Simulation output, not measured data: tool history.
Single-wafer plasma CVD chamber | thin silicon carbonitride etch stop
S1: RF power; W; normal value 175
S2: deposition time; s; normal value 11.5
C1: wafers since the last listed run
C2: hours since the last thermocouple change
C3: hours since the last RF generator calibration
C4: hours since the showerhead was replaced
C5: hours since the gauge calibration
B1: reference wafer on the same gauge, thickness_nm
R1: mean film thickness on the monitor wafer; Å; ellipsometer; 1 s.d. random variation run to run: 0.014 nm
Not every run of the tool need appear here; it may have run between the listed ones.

Run 1, day 0: usual settings; C1 0; C2 1031.8; C3 109.7; C4 4321.9; C5 408.3; B1 6.012. Result: R1 63.38 Å.
Run 2, day 2.517: usual settings; C1 1617; C2 1092.2; C3 170.1; C4 4382.3; C5 468.7; B1 6.011. Result: R1 63.18 Å.
Run 3, day 4.033: usual settings; C1 975; C2 1128.6; C3 206.5; C4 4418.7; C5 505.1; B1 6.01. Result: R1 63.43 Å.
Run 4, day 6.212: usual settings; C1 1400; C2 1180.9; C3 258.8; C4 4471; C5 557.4; B1 6.009. Result: R1 63.44 Å.
Run 5, day 7.546: usual settings; C1 857; C2 1212.9; C3 290.8; C4 4503; C5 589.4; B1 6.006. Result: R1 63.43 Å.
Run 6, day 8.642: usual settings; C1 704; C2 1239.2; C3 317.1; C4 4529.3; C5 615.7; B1 6.015. Result: R1 62.96 Å.
Run 7, day 10.483: usual settings; C1 1183; C2 1283.4; C3 361.3; C4 4573.5; C5 659.9; B1 6.011. Result: R1 62.98 Å.
Run 8, day 11.783: usual settings; C1 835; C2 1314.6; C3 392.5; C4 4604.7; C5 691.1; B1 6.011. Result: R1 63.15 Å.
At day 12.496: gauge calibrated.
Run 9, day 13.154: usual settings; C1 881; C2 1347.5; C3 425.4; C4 4637.6; C5 15.8; B1 6.01. Result: R1 62.94 Å.
Run 10, day 15.892: usual settings but S2 10.3 s; C1 1759; C2 1413.2; C3 491.1; C4 4703.3; C5 81.5; B1 6.01. Result: R1 56.55 Å.
Run 11, day 17.933: usual settings but S1 150 W, S2 13.4 s; C1 1312; C2 1462.2; C3 540.1; C4 4752.3; C5 130.5; B1 6.007. Result: R1 70.35 Å.
At day 19.146: thermocouple changed; heater temperature recalibrated.
Run 12, day 20.654: usual settings but S1 145 W, S2 9.3 s; C1 1534; C2 36.2; C3 605.4; C4 4817.6; C5 195.8; B1 6.009. Result: R1 48.25 Å.
Run 13, day 22.929: usual settings but S2 10.3 s; C1 1462; C2 90.8; C3 660; C4 4872.2; C5 250.4; B1 6.009. Result: R1 56.45 Å.
Run 14, day 25.875: usual settings but S2 13.1 s; C1 1893; C2 161.5; C3 730.7; C4 4942.9; C5 321.1; B1 6.008. Result: R1 72.03 Å.
At day 26.754: showerhead replaced.
At day 27.158: RF generator calibrated.
Run 15, day 28.421: usual settings but S1 185 W; C1 1208; C2 222.6; C3 30.3; C4 40; C5 382.2; B1 6.012. Result: R1 64.66 Å.
Run 16, day 30.229: usual settings but S2 10.6 s; C1 1162; C2 266; C3 73.7; C4 83.4; C5 425.6; B1 6.009. Result: R1 58.68 Å.
Run 17, day 31.842: usual settings; C1 1036; C2 304.7; C3 112.4; C4 122.1; C5 464.3; B1 6.01. Result: R1 63.45 Å.
Run 18, day 34.771: usual settings but S1 145 W, S2 12.3 s; C1 1883; C2 375; C3 182.7; C4 192.4; C5 534.6; B1 6.008. Result: R1 64.16 Å.
Run 19, day 36.4: usual settings but S1 165 W, S2 13.7 s; C1 1047; C2 414.1; C3 221.8; C4 231.5; C5 573.7; B1 6.007. Result: R1 74.25 Å.
Run 20, day 37.946: usual settings but S1 205 W, S2 12.1 s; C1 993; C2 451.2; C3 258.9; C4 268.6; C5 610.8; B1 6.008. Result: R1 69.5 Å.

3 ways to go on from here, each from the tool as it stands after run 20. What would each give?
Run A, day 37.962: usual settings; C1 10; C2 451.6; C3 259.3; C4 269; C5 611.2; B1 ?. Result: R1 ?.
Run B, day 37.962: usual settings but S2 12.6 s; C1 10; C2 451.6; C3 259.3; C4 269; C5 611.2; B1 ?. Result: R1 ?.
Run C, day 37.962: usual settings but S1 145 W; C1 10; C2 451.6; C3 259.3; C4 269; C5 611.2; B1 ?. Result: R1 ?.

run     B1     R1
  A  6.011  63.01
  B  6.011  69.04
  C  6.011   59.8
With the hidden condition removed and each run's random variation left untouched, the same runs would have given:
run     R1
  A  63.59
  B  69.67
  C  60.35
